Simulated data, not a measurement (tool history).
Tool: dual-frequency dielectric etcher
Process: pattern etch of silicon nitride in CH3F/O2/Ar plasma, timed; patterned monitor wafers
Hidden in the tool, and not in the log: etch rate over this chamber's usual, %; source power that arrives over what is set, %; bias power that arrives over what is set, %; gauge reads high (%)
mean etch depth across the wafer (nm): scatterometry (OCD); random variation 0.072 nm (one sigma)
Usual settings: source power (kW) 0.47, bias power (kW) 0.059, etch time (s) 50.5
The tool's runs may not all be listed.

run	hour	source power (kW)	bias power (kW)	etch time (s)	wafers since the last listed run	hours since the last wet clean	hours since the last source power generator calibration	hours since the last bias power generator calibration	hours since the last upper electrode change	hours since the gauge calibration	read-back reference wafer on the same gauge, depth_nm	mean etch depth across the wafer (nm)
1	0	0.47	0.059	54.5	0	83.3	3141.3	4483.4	2386.6	491	34.52	37.48
2	119.2	0.47	0.059	50.5	2037	202.5	3260.5	4602.6	2505.8	610.2	34.63	34.77
3	186.4	0.47	0.059	50.5	1148	269.7	3327.7	4669.8	2573	677.4	34.65	34.79
4	229	0.47	0.059	41.5	728	312.3	3370.3	4712.4	2615.6	720	34.67	28.66
5	269.9	0.47	0.059	50.5	699	353.2	3411.2	4753.3	2656.5	760.9	34.67	34.86
# hour 311.4: gauge calibrated
# hour 313: upper electrode replaced
6	354.6	0.47	0.059	50.5	1037	437.9	3495.9	4838	41.6	43.2	34.43	34.68
7	407.1	0.47	0.059	50.5	897	490.4	3548.4	4890.5	94.1	95.7	34.41	34.59
8	495	0.47	0.054	63	1502	578.3	3636.3	4978.4	182	183.6	34.41	42.39
# hour 532.6: wet clean of the chamber
9	587.8	0.47	0.059	50.5	1176	55.2	3729.1	5071.2	274.8	276.4	34.45	34.62
# hour 652.2: source power generator calibrated
# hour 684.2: bias power generator calibrated
10	719.4	0.59	0.065	50.5	2112	186.8	67.2	35.2	406.4	408	34.51	37.56
11	813.2	0.47	0.059	50.5	1603	280.6	161	129	500.2	501.8	34.51	34.63

Forecast run 12:
12	852.3	0.47	0.059	50.5	668	319.7	200.1	168.1	539.3	540.9	?	?

Run 12 gave read-back reference wafer on the same gauge, depth_nm 34.56, mean etch depth across the wafer (nm) 34.62.
Without the tool's hidden state the same run would have given mean etch depth across the wafer (nm) 34.45.
